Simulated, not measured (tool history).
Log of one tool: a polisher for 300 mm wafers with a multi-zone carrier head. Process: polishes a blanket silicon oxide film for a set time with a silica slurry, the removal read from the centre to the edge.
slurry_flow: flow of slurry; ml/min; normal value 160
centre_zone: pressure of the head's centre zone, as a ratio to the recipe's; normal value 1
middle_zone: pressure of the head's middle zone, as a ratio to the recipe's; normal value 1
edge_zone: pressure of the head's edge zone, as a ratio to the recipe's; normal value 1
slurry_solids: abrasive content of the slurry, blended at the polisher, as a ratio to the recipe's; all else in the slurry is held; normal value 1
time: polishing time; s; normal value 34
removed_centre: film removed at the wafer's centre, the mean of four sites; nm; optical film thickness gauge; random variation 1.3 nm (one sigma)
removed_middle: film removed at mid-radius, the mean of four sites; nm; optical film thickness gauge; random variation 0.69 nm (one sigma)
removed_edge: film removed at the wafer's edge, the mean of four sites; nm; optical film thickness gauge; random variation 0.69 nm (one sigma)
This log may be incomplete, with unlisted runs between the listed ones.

run,day,slurry_flow,centre_zone,middle_zone,edge_zone,slurry_solids,time,wafers since the last listed run,wafers polished on this pad,hours since the slurry nozzle was cleaned,hours since the centre zone pressure was calibrated,hours since the edge zone pressure was calibrated,hours since the carrier head's membrane was replaced,"incoming thickness of the incoming film, nm",removed_centre,removed_middle,removed_edge
1,0,160,1,0.96,1,1,38,0,1654,624.5,693.7,825.2,893,1729.8,110.3,106,112.3
2,1.979,160,1,1,1,1.25,34,326,1981,672,741.2,872.7,940.5,1699.2,105.7,104.6,108.3
# day 2.846: slurry nozzle cleaned
# day 3.229: worn pad replaced by a new one
3,4.158,160,1,1,1,1,34,325,153,31.5,793.5,925,992.8,1708.7,108.2,106.5,107
4,6.733,160,1,1,1,1,34,425,578,93.3,855.3,986.8,1054.6,1711,109.9,107,107.6
5,8.138,160,1,1,1,1,34,231,810,127,889,1020.5,1088.3,1692.5,109.9,106.2,107.6
# day 8.396: centre zone pressure recalibrated
6,10.475,160,1,0.94,1,1,34,372,1183,183.1,49.9,1076.6,1144.4,1698.2,108.6,100.7,107.2
7,12.833,160,1,1,1,1.25,34,389,1572,239.7,106.5,1133.2,1201,1690.6,118.8,116.2,116.7
# day 13.233: carrier head's membrane replaced by a new one
8,14.779,160,1.12,1,1.05,0.8,24,287,1859,286.4,153.2,1179.9,37.1,1672.5,76.5,68,70
# day 15.321: worn pad replaced by a new one
9,16.45,110,0.88,1,1,1,34,248,186,326.5,193.3,1220,77.2,1697.9,85.5,96.5,99.6
# day 18.175: edge zone pressure recalibrated
10,18.3,135,1,1,0.95,1,34,291,478,370.9,237.7,3,121.6,1700.5,104.3,101,101.7
11,19.45,160,1,0.96,1,1,38,189,668,398.5,265.3,30.6,149.2,1698.4,118.1,112.4,120
12,20.858,160,1,1,1,1,34,232,901,432.3,299.1,64.4,183,1704.1,102.7,103.1,105.1
13,23.225,145,1.11,0.95,1.11,1,34,391,1292,489.1,355.9,121.2,239.8,1711.9,112.7,96.7,107.2
# day 28.242: worn pad replaced by a new one
14,28.646,105,1,1,1.05,0.9,34,868,66,619.2,486,251.3,369.9,1727.3,80.5,83.3,90.6
# day 31.417: slurry nozzle cleaned
15,31.583,160,1,1,1,1,34,478,545,4,556.5,321.8,440.4,1675.6,110.3,104.8,106.8
16,34.504,160,1,0.89,1,1,34,482,1027,74.1,626.6,391.9,510.5,1682.4,106.2,97.3,106.7
17,36.858,110,0.88,1,1,1,34,388,1416,130.6,683.1,448.4,567,1734.8,86.6,96.8,100.9
18,38.267,195,0.93,1.03,1,1,34,232,1649,164.4,716.9,482.2,600.8,1699,104.5,111,109.9
19,39.746,145,1.04,0.94,1.04,1,34,244,1893,199.9,752.4,517.7,636.3,1690,107.1,98,106.4
# day 41.725: worn pad replaced by a new one
20,42.204,160,1,1,1,1,41,378,79,258.9,811.4,576.7,695.3,1717.5,130,126.1,128.7
21,44.421,160,1,1,1,1,34,366,445,312.1,864.6,629.9,748.5,1676.6,108,104.1,105

4 ways to go on from here, each from the tool as it stands after run 21. What would each give?
A,44.438,160,1,1,0.92,1,34,2,448,312.5,865,630.3,748.9,1693.8,?,?,?
B,44.438,160,1,1,1,0.8,34,2,448,312.5,865,630.3,748.9,1693.8,?,?,?
C,44.438,210,1,1,1,1,34,2,448,312.5,865,630.3,748.9,1693.8,?,?,?
D,44.438,160,0.95,1,1,1.25,34,2,448,312.5,865,630.3,748.9,1693.8,?,?,?

run,removed_centre,removed_middle,removed_edge
A,107.7,104.3,102.7
B,97.9,94.8,96.9
C,113.6,109.3,110.3
D,111.6,113.8,116.3
With the hidden condition removed and each run's random variation left untouched, the same runs would have given:
run,removed_centre,removed_middle,removed_edge
A,111.1,107.2,104.8
B,101,97.4,98.8
C,116.4,111.7,112
D,115.2,117,118.6
